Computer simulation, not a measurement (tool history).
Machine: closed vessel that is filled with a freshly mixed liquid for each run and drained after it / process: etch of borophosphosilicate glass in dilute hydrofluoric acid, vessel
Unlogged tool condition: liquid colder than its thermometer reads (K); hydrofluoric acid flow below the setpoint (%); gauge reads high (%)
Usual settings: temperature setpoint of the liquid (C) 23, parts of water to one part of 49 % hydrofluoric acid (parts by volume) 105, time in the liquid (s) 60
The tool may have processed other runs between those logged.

| run | hour | temperature setpoint of the liquid (C) | parts of water to one part of 49 % hydrofluoric acid (parts by volume) | time in the liquid (s) | wafers since the last listed run | hours since the thermometer was replaced | hours since the hydrofluoric acid flow meter was replaced | hours since the gauge calibration | read-back film thickness of the borophosphosilicate glass reference wafer, read on the same gauge (nm) | thickness taken off the borophosphosilicate glass on a monitor wafer (Å) |
|---|---|---|---|---|---|---|---|---|---|---|
| 1 | 0 | 23 | 105 | 60 | 0 | 1071.4 | 355.9 | 1209.2 | 150.02 | 233.5 |
| 2 | 92.7 | 23 | 105 | 60 | 11073 | 1164.1 | 448.6 | 1301.9 | 150 | 233.2 |
| 3 | 192.2 | 23 | 105 | 60 | 11886 | 1263.6 | 548.1 | 1401.4 | 149.98 | 230 |
| 4 | 258.4 | 25 | 70 | 60 | 7908 | 1329.8 | 614.3 | 1467.6 | 149.97 | 390.3 |
| 5 | 352.3 | 25 | 70 | 60 | 11217 | 1423.7 | 708.2 | 1561.5 | 149.98 | 384.4 |
| 6 | 437.5 | 20 | 105 | 60 | 10177 | 1508.9 | 793.4 | 1646.7 | 149.98 | 203.7 |
| 7 | 532 | 20 | 105 | 60 | 11288 | 1603.4 | 887.9 | 1741.2 | 149.98 | 199.9 |
|  | 581.9 | gauge calibrated |
|  | 782.2 | thermometer replaced |
| 8 | 810.8 | 20 | 105 | 60 | 33185 | 28.6 | 1166.7 | 228.9 | 149.97 | 198.5 |
| 9 | 875 | 23 | 105 | 30 | 7669 | 92.8 | 1230.9 | 293.1 | 150.01 | 112.5 |
| 10 | 960.2 | 23 | 105 | 60 | 10177 | 178 | 1316.1 | 378.3 | 150.01 | 223.5 |
|  | 998.1 | hydrofluoric acid flow meter replaced |
| 11 | 1039.9 | 23 | 80 | 60 | 9401 | 257.7 | 41.8 | 458 | 149.99 | 315.6 |
| 12 | 1106.9 | 27 | 75 | 80 | 8003 | 324.7 | 108.8 | 525 | 150 | 537.8 |
| 13 | 1192.9 | 23 | 140 | 80 | 10273 | 410.7 | 194.8 | 611 | 150.05 | 222.7 |
| 14 | 1293.2 | 27.5 | 150 | 35 | 11981 | 511 | 295.1 | 711.3 | 150 | 107.9 |
| 15 | 1339.1 | 21 | 70 | 60 | 5483 | 556.9 | 341 | 757.2 | 150.04 | 336.4 |
| 16 | 1411.3 | 21.5 | 125 | 90 | 8624 | 629.1 | 413.2 | 829.4 | 149.97 | 268 |
| 17 | 1509.9 | 23 | 75 | 60 | 11778 | 727.7 | 511.8 | 928 | 149.98 | 335.8 |

Branching from run 17: 5 alternative next runs. What would each branch give?
| A | 1510.6 | 23 | 105 | 90 | 83 | 728.4 | 512.5 | 928.7 | ? | ? |
| B | 1510.6 | 21 | 140 | 60 | 83 | 728.4 | 512.5 | 928.7 | ? | ? |
| C | 1510.6 | 23 | 70 | 60 | 83 | 728.4 | 512.5 | 928.7 | ? | ? |
| D | 1510.6 | 24.5 | 90 | 70 | 83 | 728.4 | 512.5 | 928.7 | ? | ? |
| E | 1510.6 | 25.5 | 65 | 85 | 83 | 728.4 | 512.5 | 928.7 | ? | ? |

| run | read-back film thickness of the borophosphosilicate glass reference wafer, read on the same gauge (nm) | thickness taken off the borophosphosilicate glass on a monitor wafer (Å) |
|---|---|---|
| A | 150.01 | 351.5 |
| B | 150.01 | 155.9 |
| C | 150.01 | 367.1 |
| D | 150.01 | 344.9 |
| E | 150.01 | 623.9 |
Stripped of hidden state, with their random variation kept, the same runs would have yielded:
| run | thickness taken off the borophosphosilicate glass on a monitor wafer (Å) |
|---|---|
| A | 359.7 |
| B | 159.7 |
| C | 375.4 |
| D | 352.9 |
| E | 638 |
